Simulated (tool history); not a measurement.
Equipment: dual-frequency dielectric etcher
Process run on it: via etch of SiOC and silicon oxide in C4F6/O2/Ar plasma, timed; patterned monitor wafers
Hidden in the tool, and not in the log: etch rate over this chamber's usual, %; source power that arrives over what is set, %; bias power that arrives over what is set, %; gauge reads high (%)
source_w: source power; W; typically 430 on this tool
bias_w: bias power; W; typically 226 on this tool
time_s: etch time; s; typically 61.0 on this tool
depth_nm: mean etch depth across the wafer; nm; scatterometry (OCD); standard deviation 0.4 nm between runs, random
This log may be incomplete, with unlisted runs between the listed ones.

| run | day | source_w | bias_w | time_s | wafers since the last listed run | hours since the last wet clean | hours since the last source power generator calibration | hours since the last bias power generator calibration | hours since the last upper electrode change | hours since the gauge calibration | read-back reference wafer on the same gauge, depth_nm | depth_nm |
|---|---|---|---|---|---|---|---|---|---|---|---|---|
| 1 | 0.000 | 430 | 226 | 61.0 | 0 | 0.5 | 1268.2 | 4910.9 | 3304.6 | 430.5 | 65.5 | 75.9 |
| 2 | 0.146 | 370 | 226 | 61.0 | 52 | 4.0 | 1271.7 | 4914.4 | 3308.1 | 434.0 | 65.6 | 73.3 |
| 3 | 0.929 | 370 | 226 | 61.0 | 280 | 22.8 | 1290.5 | 4933.2 | 3326.9 | 452.8 | 65.6 | 72.7 |
| 4 | 2.300 | 430 | 226 | 61.0 | 490 | 55.7 | 1323.4 | 4966.1 | 3359.8 | 485.7 | 65.7 | 76.3 |
|  | 5.000 | upper electrode replaced |
| 5 | 5.021 | 430 | 226 | 61.0 | 615 | 121.0 | 1388.7 | 5031.4 | 0.5 | 551.0 | 65.6 | 76.6 |
| 6 | 5.717 | 460 | 266 | 61.0 | 248 | 137.7 | 1405.4 | 5048.1 | 17.2 | 567.7 | 65.6 | 81.1 |
| 7 | 7.138 | 430 | 226 | 61.0 | 508 | 171.8 | 1439.5 | 5082.2 | 51.3 | 601.8 | 65.7 | 76.5 |
| 8 | 7.771 | 430 | 226 | 61.0 | 226 | 187.0 | 1454.7 | 5097.4 | 66.5 | 617.0 | 65.6 | 76.2 |
|  | 8.521 | bias power generator calibrated |
| 9 | 8.646 | 430 | 255 | 46.5 | 253 | 208.0 | 1475.7 | 3.0 | 87.5 | 638.0 | 65.7 | 60.6 |
| 10 | 9.575 | 370 | 226 | 74.0 | 332 | 230.3 | 1498.0 | 25.3 | 109.8 | 660.3 | 65.6 | 89.3 |
| 11 | 10.258 | 370 | 184 | 76.5 | 244 | 246.7 | 1514.4 | 41.7 | 126.2 | 676.7 | 65.6 | 87.9 |
| 12 | 11.421 | 430 | 255 | 50.5 | 415 | 274.6 | 1542.3 | 69.6 | 154.1 | 704.6 | 65.5 | 66.4 |
| 13 | 12.046 | 520 | 211 | 53.5 | 223 | 289.6 | 1557.3 | 84.6 | 169.1 | 719.6 | 65.7 | 70.7 |
| 14 | 12.729 | 430 | 226 | 71.0 | 244 | 306.0 | 1573.7 | 101.0 | 185.5 | 736.0 | 65.7 | 89.4 |
| 15 | 13.808 | 430 | 226 | 61.0 | 385 | 331.9 | 1599.6 | 126.9 | 211.4 | 761.9 | 65.6 | 77.3 |
| 16 | 14.762 | 430 | 226 | 61.0 | 341 | 354.8 | 1622.5 | 149.8 | 234.3 | 784.8 | 65.6 | 77.1 |
|  | 16.817 | source power generator calibrated |
| 17 | 18.183 | 360 | 226 | 61.0 | 1163 | 436.9 | 32.8 | 231.9 | 316.4 | 866.9 | 65.7 | 73.9 |
| 18 | 18.958 | 430 | 203 | 77.0 | 277 | 455.5 | 51.4 | 250.5 | 335.0 | 885.5 | 65.6 | 95.2 |
|  | 19.492 | gauge calibrated |
| 19 | 19.562 | 430 | 203 | 77.0 | 216 | 470.0 | 65.9 | 265.0 | 349.5 | 1.7 | 65.6 | 95.4 |
| 20 | 20.800 | 470 | 226 | 48.5 | 442 | 499.7 | 95.6 | 294.7 | 379.2 | 31.4 | 65.7 | 63.8 |
| 21 | 22.471 | 430 | 226 | 61.0 | 597 | 539.8 | 135.7 | 334.8 | 419.3 | 71.5 | 65.6 | 78.0 |
| 22 | 23.958 | 510 | 252 | 78.5 | 531 | 575.5 | 171.4 | 370.5 | 455.0 | 107.2 | 65.7 | 107.6 |
| 23 | 24.683 | 500 | 254 | 61.0 | 259 | 592.9 | 188.8 | 387.9 | 472.4 | 124.6 | 65.6 | 83.5 |
| 24 | 25.925 | 390 | 226 | 68.0 | 443 | 622.7 | 218.6 | 417.7 | 502.2 | 154.4 | 65.6 | 85.7 |
|  | 27.383 | wet clean of the chamber |
| 25 | 27.404 | 470 | 226 | 56.0 | 171 | 0.5 | 254.1 | 453.2 | 537.7 | 189.9 | 65.6 | 71.2 |
| 26 | 27.867 | 430 | 280 | 68.5 | 165 | 11.6 | 265.2 | 464.3 | 548.8 | 201.0 | 65.6 | 89.4 |
| 27 | 28.450 | 320 | 184 | 61.0 | 208 | 25.6 | 279.2 | 478.3 | 562.8 | 215.0 | 65.6 | 66.8 |
| 28 | 31.846 | 430 | 210 | 61.0 | 1214 | 107.1 | 360.7 | 559.8 | 644.3 | 296.5 | 65.6 | 74.7 |
| 29 | 33.129 | 430 | 226 | 61.0 | 458 | 137.9 | 391.5 | 590.6 | 675.1 | 327.3 | 65.6 | 76.5 |

Forecast each of these 5 alternatives for the next run:
| A | 33.146 | 430 | 226 | 61.0 | 5 | 138.3 | 391.9 | 591.0 | 675.5 | 327.7 | ? | ? |
| B | 33.146 | 370 | 171 | 50.5 | 5 | 138.3 | 391.9 | 591.0 | 675.5 | 327.7 | ? | ? |
| C | 33.146 | 430 | 253 | 70.5 | 5 | 138.3 | 391.9 | 591.0 | 675.5 | 327.7 | ? | ? |
| D | 33.146 | 320 | 226 | 61.0 | 5 | 138.3 | 391.9 | 591.0 | 675.5 | 327.7 | ? | ? |
| E | 33.146 | 430 | 208 | 61.0 | 5 | 138.3 | 391.9 | 591.0 | 675.5 | 327.7 | ? | ? |

| run | read-back reference wafer on the same gauge, depth_nm | depth_nm |
|---|---|---|
| A | 65.5 | 76.4 |
| B | 65.5 | 56.7 |
| C | 65.5 | 90.9 |
| D | 65.5 | 70.6 |
| E | 65.5 | 74.8 |
Stripped of hidden state, with their random variation kept, the same runs would have yielded:
| run | depth_nm |
|---|---|
| A | 76.1 |
| B | 56.5 |
| C | 90.6 |
| D | 70.3 |
| E | 74.6 |
